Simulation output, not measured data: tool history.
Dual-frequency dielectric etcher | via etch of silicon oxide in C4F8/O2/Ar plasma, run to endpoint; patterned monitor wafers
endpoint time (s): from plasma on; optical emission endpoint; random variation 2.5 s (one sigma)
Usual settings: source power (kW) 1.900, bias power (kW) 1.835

| run | hour | source power (kW) | bias power (kW) | incoming incoming film thickness, nm | endpoint time (s) |
|---|---|---|---|---|---|
| 1 | 0.0 | 1.900 | 1.835 | 1922.5 | 455.3 |
| 2 | 45.2 | 1.900 | 1.835 | 1926.7 | 460.2 |
|  | 122.3 | wet clean of the chamber |
| 3 | 124.7 | 1.900 | 1.835 | 1920.1 | 433.4 |
| 4 | 193.8 | 1.900 | 1.572 | 1927.0 | 449.3 |
| 5 | 236.0 | 1.900 | 1.572 | 1929.7 | 454.5 |
| 6 | 295.0 | 1.900 | 1.572 | 1914.1 | 451.1 |
| 7 | 354.8 | 1.900 | 1.472 | 1908.8 | 459.9 |
|  | 418.0 | upper electrode replaced |
| 8 | 418.5 | 1.900 | 1.472 | 1909.1 | 463.9 |
| 9 | 481.2 | 2.370 | 2.203 | 1915.6 | 394.3 |
| 10 | 525.2 | 1.900 | 1.835 | 1936.4 | 458.6 |
|  | 546.6 | bias power generator calibrated |
|  | 617.5 | wet clean of the chamber |
| 11 | 624.9 | 1.900 | 1.835 | 1920.3 | 437.1 |
| 12 | 684.2 | 1.900 | 1.485 | 1920.5 | 446.0 |
|  | 739.4 | source power generator calibrated |
| 13 | 788.6 | 2.370 | 2.024 | 1914.8 | 387.1 |
| 14 | 837.7 | 1.900 | 1.835 | 1931.2 | 445.6 |
| 15 | 929.4 | 2.350 | 1.448 | 1925.7 | 414.8 |
|  | 1098.4 | wet clean of the chamber |
| 16 | 1108.5 | 2.260 | 1.835 | 1925.9 | 391.1 |

Forecast each of these 5 alternatives for the next run:
| A | 1109.0 | 1.900 | 1.567 | 1921.3 | ? |
| B | 1109.0 | 1.430 | 1.668 | 1921.3 | ? |
| C | 1109.0 | 2.120 | 1.835 | 1921.3 | ? |
| D | 1109.0 | 2.110 | 1.453 | 1921.3 | ? |
| E | 1109.0 | 2.100 | 1.545 | 1921.3 | ? |

| run | endpoint time (s) |
|---|---|
| A | 433.2 |
| B | 507.3 |
| C | 399.7 |
| D | 413.0 |
| E | 411.0 |
Without the tool's hidden state the same runs would have given:
| run | endpoint time (s) |
|---|---|
| A | 441.8 |
| B | 517.4 |
| C | 407.7 |
| D | 421.3 |
| E | 419.2 |

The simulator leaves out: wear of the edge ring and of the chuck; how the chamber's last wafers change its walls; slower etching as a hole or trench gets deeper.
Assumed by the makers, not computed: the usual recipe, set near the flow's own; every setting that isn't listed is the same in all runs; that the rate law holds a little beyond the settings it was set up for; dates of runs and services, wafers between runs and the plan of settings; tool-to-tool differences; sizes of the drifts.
